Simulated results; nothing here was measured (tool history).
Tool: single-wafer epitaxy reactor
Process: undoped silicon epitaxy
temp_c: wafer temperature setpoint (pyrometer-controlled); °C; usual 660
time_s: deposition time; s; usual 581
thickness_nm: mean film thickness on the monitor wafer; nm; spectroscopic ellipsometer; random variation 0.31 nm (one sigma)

run,day,temp_c,time_s,"read-back reference wafer on the same gauge, thickness_nm",thickness_nm
1,0,649,646,145.054,108.107
2,1.583,660,581,144.946,119.921
# day 3.971: gauge calibrated
3,3.988,653,663,144.968,119.752
4,5.754,653,663,145.019,119.471
5,7.033,660,581,144.996,119.534
6,9,660,581,144.825,120.064
7,10.175,660,581,145.025,119.866
8,11.988,660,581,145.007,119.007
9,14.838,660,581,145.003,119.486
# day 15.433: pyrometer calibrated
10,17.425,660,581,144.891,122.412
11,18.988,674,581,145.006,157.717
12,20.217,670,478,145.001,120.538
13,21.992,648,632,144.843,104.726
14,24.454,674,508,144.971,137.202
# day 27.621: gauge calibrated
15,33.208,648,619,145.043,102.437
16,35.675,660,581,145.122,119.88
17,37.712,674,581,144.991,155.833
18,40.229,651,581,145.058,101.133

4 ways to go on from here, each from the tool as it stands after run 18. What would each give?
A,40.254,660,581,?,?
B,40.254,672,506,?,?
C,40.254,648,547,?,?
D,40.254,660,668,?,?

run,"read-back reference wafer on the same gauge, thickness_nm",thickness_nm
A,145.051,119.64
B,145.051,130.231
C,145.051,89.661
D,145.051,137.555
Without the tool's hidden state the same runs would have given:
run,thickness_nm
A,121.718
B,132.443
C,91.254
D,139.944
